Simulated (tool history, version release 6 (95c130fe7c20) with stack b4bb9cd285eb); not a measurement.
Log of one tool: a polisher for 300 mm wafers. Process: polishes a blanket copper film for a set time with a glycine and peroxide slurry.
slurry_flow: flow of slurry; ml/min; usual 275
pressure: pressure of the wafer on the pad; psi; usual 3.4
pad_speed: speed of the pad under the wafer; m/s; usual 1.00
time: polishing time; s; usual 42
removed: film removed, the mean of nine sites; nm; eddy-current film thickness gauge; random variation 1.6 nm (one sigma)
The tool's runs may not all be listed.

| run | hour | slurry_flow | pressure | pad_speed | time | wafers since the last listed run | wafers polished on this pad | hours since the slurry nozzle was cleaned | hours since the head pressure was calibrated | incoming thickness of the incoming film, nm | removed |
|---|---|---|---|---|---|---|---|---|---|---|---|
| 1 | 0.0 | 275 | 3.4 | 0.86 | 42 | 0 | 23 | 400.9 | 375.1 | 2001.7 | 191.4 |
| 2 | 45.9 | 275 | 2.8 | 1.00 | 42 | 345 | 368 | 446.8 | 421.0 | 2008.2 | 185.3 |
| 3 | 90.4 | 275 | 2.8 | 1.00 | 42 | 334 | 702 | 491.3 | 465.5 | 1996.8 | 184.6 |
| 4 | 127.3 | 275 | 3.4 | 1.00 | 42 | 277 | 980 | 528.2 | 502.4 | 1996.1 | 209.5 |
|  | 153.5 | worn pad replaced by a new one |
| 5 | 167.6 | 275 | 3.4 | 1.00 | 42 | 272 | 105 | 568.5 | 542.7 | 2027.1 | 210.6 |
| 6 | 235.2 | 275 | 3.4 | 1.00 | 42 | 508 | 614 | 636.1 | 610.3 | 2003.2 | 208.0 |
| 7 | 294.9 | 275 | 3.4 | 1.00 | 42 | 448 | 1063 | 695.8 | 670.0 | 1999.0 | 208.7 |
|  | 320.4 | worn pad replaced by a new one |
| 8 | 332.8 | 275 | 3.4 | 1.00 | 42 | 254 | 93 | 733.7 | 707.9 | 1984.1 | 204.5 |
| 9 | 365.2 | 275 | 3.4 | 0.80 | 30 | 243 | 336 | 766.1 | 740.3 | 2010.4 | 126.8 |
|  | 410.0 | slurry nozzle cleaned |
| 10 | 423.0 | 275 | 3.4 | 0.80 | 30 | 427 | 763 | 13.0 | 798.1 | 2008.7 | 135.5 |
|  | 466.6 | worn pad replaced by a new one |
| 11 | 473.1 | 305 | 4.4 | 0.82 | 50 | 346 | 49 | 63.1 | 848.2 | 2026.0 | 275.9 |
|  | 483.9 | head pressure recalibrated |
| 12 | 543.6 | 275 | 3.4 | 1.00 | 42 | 515 | 564 | 133.6 | 59.7 | 2023.1 | 218.7 |
| 13 | 578.0 | 275 | 3.4 | 1.00 | 42 | 258 | 822 | 168.0 | 94.1 | 2013.5 | 217.8 |
| 14 | 603.0 | 350 | 4.3 | 1.00 | 37 | 187 | 1010 | 193.0 | 119.1 | 2002.3 | 232.3 |
|  | 607.1 | worn pad replaced by a new one |
| 15 | 674.5 | 235 | 4.5 | 0.90 | 48 | 507 | 506 | 264.5 | 190.6 | 1958.9 | 275.7 |
| 16 | 735.1 | 275 | 3.8 | 0.80 | 32 | 455 | 962 | 325.1 | 251.2 | 2028.9 | 151.7 |

What the log doesn't show, run by run:
removal rate lost through wear of the pad, %: 0 in every run
deviation of the head's pressure from its setpoint, %: 0 in every run
H1: slurry flow missing at the pad, %
| run | H1 |
|---|---|
| 1 | 28.8 |
| 2 | 31.2 |
| 3 | 33.4 |
| 4 | 35.3 |
| 5 | 37.4 |
| 6 | 40.9 |
| 7 | 43.9 |
| 8 | 45.9 |
| 9 | 47.6 |
| 10 | 3 |
| 11 | 5.58 |
| 12 | 9.2 |
| 13 | 11 |
| 14 | 12.2 |
| 15 | 15.9 |
| 16 | 19 |

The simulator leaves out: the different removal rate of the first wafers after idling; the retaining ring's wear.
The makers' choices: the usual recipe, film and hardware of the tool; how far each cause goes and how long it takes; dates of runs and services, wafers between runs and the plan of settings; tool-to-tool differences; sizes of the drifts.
